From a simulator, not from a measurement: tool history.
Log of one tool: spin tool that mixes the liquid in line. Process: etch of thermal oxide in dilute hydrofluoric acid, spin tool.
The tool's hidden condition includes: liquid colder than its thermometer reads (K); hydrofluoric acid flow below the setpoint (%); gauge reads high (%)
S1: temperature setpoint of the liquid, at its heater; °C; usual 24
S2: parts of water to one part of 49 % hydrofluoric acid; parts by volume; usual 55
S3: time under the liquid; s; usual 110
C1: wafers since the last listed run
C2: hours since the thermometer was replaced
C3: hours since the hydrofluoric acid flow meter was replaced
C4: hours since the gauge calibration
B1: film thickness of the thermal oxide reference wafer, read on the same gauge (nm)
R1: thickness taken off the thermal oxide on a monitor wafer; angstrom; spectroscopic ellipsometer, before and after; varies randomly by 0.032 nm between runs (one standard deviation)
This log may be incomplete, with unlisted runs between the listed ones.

| run | hour | S1 | S2 | S3 | C1 | C2 | C3 | C4 | B1 | R1 |
|---|---|---|---|---|---|---|---|---|---|---|
| 1 | 0 | 24 | 75 | 110 | 0 | 822.9 | 1444.4 | 364.4 | 130.05 | 65.2 |
| 2 | 48.7 | 24 | 55 | 110 | 267 | 871.6 | 1493.1 | 413.1 | 130.01 | 91 |
| 3 | 87.3 | 24 | 55 | 110 | 211 | 910.2 | 1531.7 | 451.7 | 129.98 | 90.8 |
| 4 | 129.1 | 24 | 55 | 110 | 229 | 952 | 1573.5 | 493.5 | 130.03 | 90.6 |
| 5 | 191.8 | 24 | 55 | 110 | 344 | 1014.7 | 1636.2 | 556.2 | 130.03 | 89.8 |
|  | 225.2 | hydrofluoric acid flow meter replaced |
| 6 | 225.7 | 24 | 55 | 110 | 180 | 1048.6 | 0.5 | 590.1 | 129.99 | 89.5 |
| 7 | 288.3 | 24 | 80 | 110 | 343 | 1111.2 | 63.1 | 652.7 | 129.95 | 59.9 |
| 8 | 351.4 | 27.5 | 85 | 70 | 346 | 1174.3 | 126.2 | 715.8 | 130 | 40.7 |
|  | 373.9 | gauge calibrated |
| 9 | 411.3 | 27 | 35 | 110 | 328 | 1234.2 | 186.1 | 37.4 | 130.01 | 162.9 |
| 10 | 441 | 24 | 55 | 50 | 162 | 1263.9 | 215.8 | 67.1 | 130.02 | 40.3 |
| 11 | 480.2 | 26 | 80 | 110 | 215 | 1303.1 | 255 | 106.3 | 130.03 | 64.3 |
|  | 517.2 | thermometer replaced |
| 12 | 538.1 | 19.5 | 55 | 90 | 312 | 20.9 | 312.9 | 164.2 | 130.04 | 64 |
| 13 | 600.6 | 26.5 | 40 | 110 | 342 | 83.4 | 375.4 | 226.7 | 130 | 147.5 |
| 14 | 645.7 | 24 | 55 | 110 | 247 | 128.5 | 420.5 | 271.8 | 130.03 | 94.1 |
| 15 | 693 | 24 | 55 | 110 | 259 | 175.8 | 467.8 | 319.1 | 130 | 94.2 |

A few steps of R1 between consecutive runs. Split each: what settings, incoming material and random variation would produce without the hidden state, and what is left over for the hidden state, along with gauge scatter present in only one of the two compared results (measured, and without hidden state):
Run 8 -> 9: S1 27.5 -> 27, S2 85 -> 35, S3 70 -> 110, gauge calibrated. R1 +122.2 angstrom: hidden state -9, all else +131.2.
Run 9 -> 10: S1 27 -> 24, S2 35 -> 55, S3 110 -> 50. R1 -122.6 angstrom: hidden state +8.7, all else -131.3.
